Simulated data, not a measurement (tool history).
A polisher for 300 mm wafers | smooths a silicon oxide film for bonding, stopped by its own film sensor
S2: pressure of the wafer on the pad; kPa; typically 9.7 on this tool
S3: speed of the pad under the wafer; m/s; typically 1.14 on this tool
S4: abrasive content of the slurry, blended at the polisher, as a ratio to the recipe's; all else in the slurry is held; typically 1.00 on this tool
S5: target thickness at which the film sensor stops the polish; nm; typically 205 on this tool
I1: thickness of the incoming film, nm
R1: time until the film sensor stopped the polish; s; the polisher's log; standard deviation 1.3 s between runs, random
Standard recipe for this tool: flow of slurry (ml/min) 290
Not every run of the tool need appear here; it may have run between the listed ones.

Run 1, hour 0.0: usual settings; I1 252.7. Result: R1 94.8 s.
At hour 58.7: head pressure recalibrated.
Run 2, hour 95.7: usual settings; I1 253.2. Result: R1 97.9 s.
At hour 123.5: worn pad replaced by a new one.
Run 3, hour 162.2: usual settings; I1 252.1. Result: R1 91.9 s.
Run 4, hour 226.0: usual settings but S3 1.38 m/s; I1 248.1. Result: R1 73.3 s.
Run 5, hour 278.4: usual settings but S3 1.38 m/s; I1 248.8. Result: R1 76.7 s.
At hour 313.8: slurry nozzle cleaned.
Run 6, hour 334.7: usual settings but S2 11.0 kPa; I1 248.4. Result: R1 74.8 s.
At hour 374.5: slurry blender recalibrated.
Run 7, hour 383.4: usual settings; I1 250.6. Result: R1 85.9 s.
At hour 488.3: head pressure recalibrated.
At hour 504.1: worn pad replaced by a new one.
Run 8, hour 646.0: usual settings; I1 248.5. Result: R1 82.4 s.
Run 9, hour 682.3: usual settings; I1 251.7. Result: R1 89.4 s.
Run 10, hour 762.4: usual settings but flow of slurry (ml/min) 250; I1 251.2. Result: R1 92.8 s.
Run 11, hour 821.7: usual settings; I1 246.6. Result: R1 84.0 s.
At hour 845.8: head pressure recalibrated.
At hour 872.4: slurry blender recalibrated.
Run 12, hour 912.9: usual settings; I1 248.6. Result: R1 93.0 s.
At hour 923.4: worn pad replaced by a new one.
Run 13, hour 965.6: usual settings but S2 6.9 kPa, S3 1.44 m/s, S4 1.15; I1 254.0. Result: R1 92.2 s.
At hour 993.6: slurry nozzle cleaned.
Run 14, hour 1069.7: usual settings; I1 250.3. Result: R1 86.1 s.

Estimate the outcome of run 15 from the log above:
Run 15, hour 1235.1: usual settings but S2 13.1 kPa, S3 1.36 m/s, S5 197 nm; I1 249.3. Result: R1 ?.

R1: 70.0 s
On a tool with no hidden condition, and with the same random variation, this run would have come out at R1 63.7 s.

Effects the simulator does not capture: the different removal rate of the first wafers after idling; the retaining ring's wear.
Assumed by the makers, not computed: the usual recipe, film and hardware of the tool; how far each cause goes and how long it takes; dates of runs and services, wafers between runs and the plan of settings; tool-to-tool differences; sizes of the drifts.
